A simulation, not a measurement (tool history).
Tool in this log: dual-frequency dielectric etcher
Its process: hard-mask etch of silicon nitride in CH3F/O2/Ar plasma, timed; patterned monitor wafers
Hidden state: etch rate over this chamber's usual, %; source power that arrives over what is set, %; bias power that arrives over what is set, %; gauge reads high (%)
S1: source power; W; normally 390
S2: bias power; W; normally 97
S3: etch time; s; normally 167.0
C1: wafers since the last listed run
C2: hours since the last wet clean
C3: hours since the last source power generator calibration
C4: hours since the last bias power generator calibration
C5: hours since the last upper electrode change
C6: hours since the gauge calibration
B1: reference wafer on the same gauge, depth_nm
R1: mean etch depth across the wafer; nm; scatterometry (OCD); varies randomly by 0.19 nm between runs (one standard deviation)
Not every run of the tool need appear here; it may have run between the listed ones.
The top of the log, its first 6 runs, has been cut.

run   hour   S1   S2     S3   C1     C2      C3      C4      C5     C6     B1     R1
  7  122.5  390   97  167.0  113  137.4  5238.7  2969.1  3233.0  299.4  138.0  124.1
  8  140.5  390   97  167.0  113  155.4  5256.7  2987.1  3251.0  317.4  138.0  123.9
  9  162.3  390   97  167.0  137  177.2  5278.5  3008.9  3272.8  339.2  138.0  123.7
 10  186.4  390   97  167.0  152  201.3  5302.6  3033.0  3296.9  363.3  138.0  123.7
 11  214.1  390   97  167.0  174  229.0  5330.3  3060.7  3324.6  391.0  138.0  123.5
     241.8  -- gauge calibrated
     251.3  -- upper electrode replaced
 12  251.8  420   97  167.0   86  266.7  5368.0  3098.4     0.5   10.0  137.9  126.6
 13  274.3  420   97  167.0  141  289.2  5390.5  3120.9    23.0   32.5  137.9  126.6
     280.8  -- bias power generator calibrated
 14  289.8  390   97  167.0   72  304.7  5406.0     9.0    38.5   48.0  138.0  123.1
     341.0  -- wet clean of the chamber
 15  341.5  340   90  202.0  174    0.5  5457.7    60.7    90.2   99.7  137.9  140.8
 16  358.7  450  117  195.0  108   17.7  5474.9    77.9   107.4  116.9  138.0  162.3
 17  380.8  390  108  196.5  139   39.8  5497.0   100.0   129.5  139.0  138.0  150.9
 18  401.4  390   97  167.0  130   60.4  5517.6   120.6   150.1  159.6  137.9  124.6
 19  419.1  360   76  129.5  111   78.1  5535.3   138.3   167.8  177.3  137.9   87.9

Expected results for the next run?
     440.5  -- source power generator calibrated
 20  453.3  390  97  167.0  190  112.3  12.8  172.5  202.0  211.5   ?   ?

B1: 138.0
R1: 124.1 nm
With the hidden condition absent and the run-to-run variation left alone, this run would have shown R1 124.5 nm.
